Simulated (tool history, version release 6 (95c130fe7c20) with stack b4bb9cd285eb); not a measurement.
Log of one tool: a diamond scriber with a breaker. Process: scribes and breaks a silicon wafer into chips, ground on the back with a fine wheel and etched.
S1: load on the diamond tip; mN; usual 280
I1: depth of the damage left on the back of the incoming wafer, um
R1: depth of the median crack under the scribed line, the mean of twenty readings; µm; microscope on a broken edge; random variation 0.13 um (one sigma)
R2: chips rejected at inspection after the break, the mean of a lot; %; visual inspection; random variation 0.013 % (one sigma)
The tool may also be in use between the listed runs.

Run 1, hour 0.0: usual settings; I1 0.66. Result: R1 11.11 µm, R2 0.65 %.
Run 2, hour 40.7: usual settings; I1 0.32. Result: R1 10.88 µm, R2 0.58 %.
Run 3, hour 72.9: usual settings but S1 310 mN; I1 0.35. Result: R1 11.50 µm, R2 1.44 %.
Run 4, hour 140.0: usual settings but S1 310 mN; I1 0.59. Result: R1 11.59 µm, R2 1.32 %.
Run 5, hour 200.9: usual settings but S1 310 mN; I1 0.68. Result: R1 11.61 µm, R2 1.21 %.
Run 6, hour 232.5: usual settings but S1 214 mN; I1 0.69. Result: R1 9.30 µm, R2 2.03 %.
Run 7, hour 437.8: usual settings but S1 214 mN; I1 0.76. Result: R1 9.05 µm, R2 3.07 %.
At hour 471.8: load on the tip recalibrated.
At hour 479.8: diamond tip replaced by a new one.
Run 8, hour 565.3: usual settings but S1 214 mN; I1 0.36. Result: R1 9.14 µm, R2 2.92 %.
Run 9, hour 608.1: usual settings but S1 229 mN; I1 0.54. Result: R1 9.16 µm, R2 1.86 %.
Run 10, hour 656.4: usual settings but S1 311 mN; I1 0.63. Result: R1 11.18 µm, R2 0.70 %.
Run 11, hour 697.3: usual settings but S1 311 mN; I1 0.75. Result: R1 11.27 µm, R2 0.70 %.
Run 12, hour 755.0: usual settings but S1 311 mN; I1 0.37. Result: R1 10.92 µm, R2 0.67 %.
Run 13, hour 795.5: usual settings but S1 331 mN; I1 0.33. Result: R1 11.27 µm, R2 1.08 %.
Run 14, hour 853.4: usual settings but S1 238 mN; I1 0.36. Result: R1 9.19 µm, R2 1.68 %.
Run 15, hour 973.5: usual settings; I1 0.48. Result: R1 10.40 µm, R2 0.56 %.
Run 16, hour 1040.7: usual settings but S1 357 mN; I1 0.44. Result: R1 11.54 µm, R2 1.27 %.
At hour 1080.7: diamond tip replaced by a new one.
Run 17, hour 1104.7: usual settings but S1 228 mN; I1 0.77. Result: R1 9.59 µm, R2 1.40 %.
Run 18, hour 1175.9: usual settings; I1 0.47. Result: R1 11.03 µm, R2 0.45 %.
Run 19, hour 1240.6: usual settings but S1 211 mN; I1 0.52. Result: R1 9.30 µm, R2 2.40 %.

The next listed run, before its measurement:
Run 20, hour 1289.0: usual settings but S1 244 mN; I1 0.61. Result: R1 ?, R2 ?.

Run 20 gave R1 9.88 µm, R2 0.77 %.
Without the tool's hidden state the same run would have given R1 9.69 µm, R2 1.04 %.
